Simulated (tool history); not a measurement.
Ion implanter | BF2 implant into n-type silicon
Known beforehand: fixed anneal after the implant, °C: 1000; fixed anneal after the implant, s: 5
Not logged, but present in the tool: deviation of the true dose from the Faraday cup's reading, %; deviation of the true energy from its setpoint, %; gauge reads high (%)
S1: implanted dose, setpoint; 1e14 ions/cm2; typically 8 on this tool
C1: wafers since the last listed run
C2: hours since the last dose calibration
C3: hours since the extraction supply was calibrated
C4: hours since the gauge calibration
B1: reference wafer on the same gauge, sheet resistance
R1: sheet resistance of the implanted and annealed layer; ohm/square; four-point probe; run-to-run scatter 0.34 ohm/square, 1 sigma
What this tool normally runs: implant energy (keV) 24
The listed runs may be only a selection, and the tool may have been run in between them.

Run 1, hour 0: usual settings; C1 0; C2 1786; C3 2323.5; C4 301.5; B1 264.31. Result: R1 227.81 ohm/square.
Run 2, hour 30.5: usual settings; C1 1045; C2 1816.5; C3 2354; C4 332; B1 264.55. Result: R1 228.42 ohm/square.
Run 3, hour 46: usual settings but implant energy (keV) 20; C1 531; C2 1832; C3 2369.5; C4 347.5; B1 264.64. Result: R1 250.47 ohm/square.
Run 4, hour 74.1: usual settings but implant energy (keV) 20; C1 962; C2 1860.1; C3 2397.6; C4 375.6; B1 264.81. Result: R1 251.41 ohm/square.
Run 5, hour 98.8: usual settings but implant energy (keV) 20; C1 846; C2 1884.8; C3 2422.3; C4 400.3; B1 264.95. Result: R1 251.85 ohm/square.
Run 6, hour 119.5: usual settings; C1 709; C2 1905.5; C3 2443; C4 421; B1 265.06. Result: R1 228.99 ohm/square.
Run 7, hour 149.4: usual settings; C1 1024; C2 1935.4; C3 2472.9; C4 450.9; B1 265.4. Result: R1 228.97 ohm/square.
Run 8, hour 165.6: usual settings; C1 555; C2 1951.6; C3 2489.1; C4 467.1; B1 265.47. Result: R1 229.62 ohm/square.
Run 9, hour 191.6: usual settings; C1 890; C2 1977.6; C3 2515.1; C4 493.1; B1 265.62. Result: R1 229.76 ohm/square.
At hour 204.8: extraction supply calibrated.
Run 10, hour 218.6: usual settings; C1 651; C2 2004.6; C3 13.8; C4 520.1; B1 265.93. Result: R1 229.31 ohm/square.
Run 11, hour 237.4: usual settings; C1 644; C2 2023.4; C3 32.6; C4 538.9; B1 266.08. Result: R1 230.4 ohm/square.
At hour 247.8: gauge calibrated.
Run 12, hour 265.3: usual settings but S1 9.63 1e14 ions/cm2; C1 955; C2 2051.3; C3 60.5; C4 17.5; B1 264.42. Result: R1 218.01 ohm/square.
Run 13, hour 300.5: usual settings but S1 6.74 1e14 ions/cm2; C1 1206; C2 2086.5; C3 95.7; C4 52.7; B1 264.45. Result: R1 242.97 ohm/square.
Run 14, hour 316: usual settings but S1 7.31 1e14 ions/cm2, implant energy (keV) 18.5; C1 531; C2 2102; C3 111.2; C4 68.2; B1 264.59. Result: R1 267.58 ohm/square.
Run 15, hour 330.4: usual settings; C1 493; C2 2116.4; C3 125.6; C4 82.6; B1 264.62. Result: R1 228.19 ohm/square.
Run 16, hour 362: usual settings; C1 1082; C2 2148; C3 157.2; C4 114.2; B1 264.59. Result: R1 228.87 ohm/square.
At hour 398.9: Faraday cup replaced and dose calibrated.
Run 17, hour 399.4: usual settings; C1 1007; C2 0.5; C3 194.6; C4 151.6; B1 264.59. Result: R1 228.35 ohm/square.
Run 18, hour 428.1: usual settings but S1 6.63 1e14 ions/cm2, implant energy (keV) 18; C1 983; C2 29.2; C3 223.3; C4 180.3; B1 264.85. Result: R1 279.55 ohm/square.
Run 19, hour 459.6: usual settings but S1 6.92 1e14 ions/cm2; C1 1079; C2 60.7; C3 254.8; C4 211.8; B1 264.73. Result: R1 239.72 ohm/square.
Run 20, hour 477.5: usual settings but S1 10.05 1e14 ions/cm2, implant energy (keV) 22; C1 613; C2 78.6; C3 272.7; C4 229.7; B1 264.83. Result: R1 226.81 ohm/square.
Run 21, hour 494.6: usual settings but S1 9.93 1e14 ions/cm2, implant energy (keV) 30.5; C1 585; C2 95.7; C3 289.8; C4 246.8; B1 264.93. Result: R1 189.81 ohm/square.
Run 22, hour 581.5: usual settings; C1 2977; C2 182.6; C3 376.7; C4 333.7; B1 265.41. Result: R1 229.25 ohm/square.
Run 23, hour 605.6: usual settings but S1 7.36 1e14 ions/cm2, implant energy (keV) 26; C1 825; C2 206.7; C3 400.8; C4 357.8; B1 265.53. Result: R1 226.47 ohm/square.
Run 24, hour 636.6: usual settings but S1 9.67 1e14 ions/cm2, implant energy (keV) 31.5; C1 1062; C2 237.7; C3 431.8; C4 388.8; B1 265.66. Result: R1 189.09 ohm/square.
Run 25, hour 656.1: usual settings but S1 5.8 1e14 ions/cm2, implant energy (keV) 30; C1 668; C2 257.2; C3 451.3; C4 408.3; B1 265.9. Result: R1 241.22 ohm/square.
Run 26, hour 679.4: usual settings; C1 798; C2 280.5; C3 474.6; C4 431.6; B1 266.03. Result: R1 229.82 ohm/square.

State the hidden condition of the tool at each of the runs:
deviation of the true dose from the Faraday cup's reading, %: 0 at every run
deviation of the true energy from its setpoint, %: 0 at every run
H1: gauge reads high (%)
run     H1
  1  0.138
  2  0.201
  3  0.236
  4  0.302
  5  0.365
  6   0.42
  7  0.505
  8  0.554
  9  0.635
 10  0.725
 11   0.79
 12  0.165
 13  0.173
 14  0.179
 15  0.186
 16  0.207
 17  0.239
 18   0.27
 19  0.311
 20  0.336
 21  0.363
 22  0.528
 23  0.582
 24  0.658
 25  0.709
 26  0.772
